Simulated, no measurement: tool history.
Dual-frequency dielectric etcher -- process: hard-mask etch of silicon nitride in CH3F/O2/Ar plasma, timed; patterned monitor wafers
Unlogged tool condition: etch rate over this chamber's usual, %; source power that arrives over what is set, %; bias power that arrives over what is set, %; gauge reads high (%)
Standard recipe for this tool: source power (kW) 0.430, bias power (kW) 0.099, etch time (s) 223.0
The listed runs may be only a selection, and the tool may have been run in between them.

run,hour,source power (kW),bias power (kW),etch time (s),wafers since the last listed run,hours since the last wet clean,hours since the last source power generator calibration,hours since the last bias power generator calibration,hours since the last upper electrode change,hours since the gauge calibration,"read-back reference wafer on the same gauge, depth_nm",mean etch depth across the wafer (nm)
1,0.0,0.340,0.099,268.5,0,527.5,1315.0,2386.8,2733.7,372.8,189.1,198.6
# hour 20.7: wet clean of the chamber
2,60.2,0.340,0.099,268.5,174,39.5,1375.2,2447.0,2793.9,433.0,189.0,198.0
3,86.0,0.340,0.099,268.5,114,65.3,1401.0,2472.8,2819.7,458.8,189.0,197.3
4,135.6,0.430,0.099,223.0,219,114.9,1450.6,2522.4,2869.3,508.4,189.0,179.2
5,203.5,0.430,0.099,223.0,300,182.8,1518.5,2590.3,2937.2,576.3,189.0,179.5
6,280.7,0.430,0.099,223.0,341,260.0,1595.7,2667.5,3014.4,653.5,189.0,178.1
# hour 319.2: gauge calibrated
7,330.6,0.430,0.099,223.0,220,309.9,1645.6,2717.4,3064.3,11.4,189.1,178.7
# hour 340.2: source power generator calibrated
# hour 344.7: bias power generator calibrated
8,387.8,0.530,0.099,177.0,217,367.1,47.6,43.1,3121.5,68.6,189.0,159.6
# hour 424.5: upper electrode replaced
9,447.7,0.430,0.089,203.0,158,427.0,107.5,103.0,23.2,128.5,189.0,162.0
# hour 460.3: source power generator calibrated, repeated, since the last time left the tool worse
10,478.1,0.340,0.099,268.5,116,457.4,17.8,133.4,53.6,158.9,188.9,200.3
11,509.7,0.330,0.078,196.5,139,489.0,49.4,165.0,85.2,190.5,189.0,132.3
# hour 535.6: wet clean of the chamber
12,543.6,0.430,0.099,223.0,43,8.0,83.3,198.9,119.1,224.4,188.9,181.0
13,587.4,0.460,0.118,223.0,193,51.8,127.1,242.7,162.9,268.2,188.9,199.0
14,642.2,0.350,0.099,168.0,242,106.6,181.9,297.5,217.7,323.0,188.9,126.4
15,682.3,0.430,0.110,223.0,177,146.7,222.0,337.6,257.8,363.1,188.9,189.4

Per-run results on a tool with no hidden state, each run keeping its own random variation:
run,mean etch depth across the wafer (nm)
1,201.2
2,200.6
3,199.9
4,181.6
5,181.9
6,180.5
7,181.2
8,155.9
9,158.5
10,200.1
11,132.3
12,181.1
13,199.2
14,126.7
15,189.9

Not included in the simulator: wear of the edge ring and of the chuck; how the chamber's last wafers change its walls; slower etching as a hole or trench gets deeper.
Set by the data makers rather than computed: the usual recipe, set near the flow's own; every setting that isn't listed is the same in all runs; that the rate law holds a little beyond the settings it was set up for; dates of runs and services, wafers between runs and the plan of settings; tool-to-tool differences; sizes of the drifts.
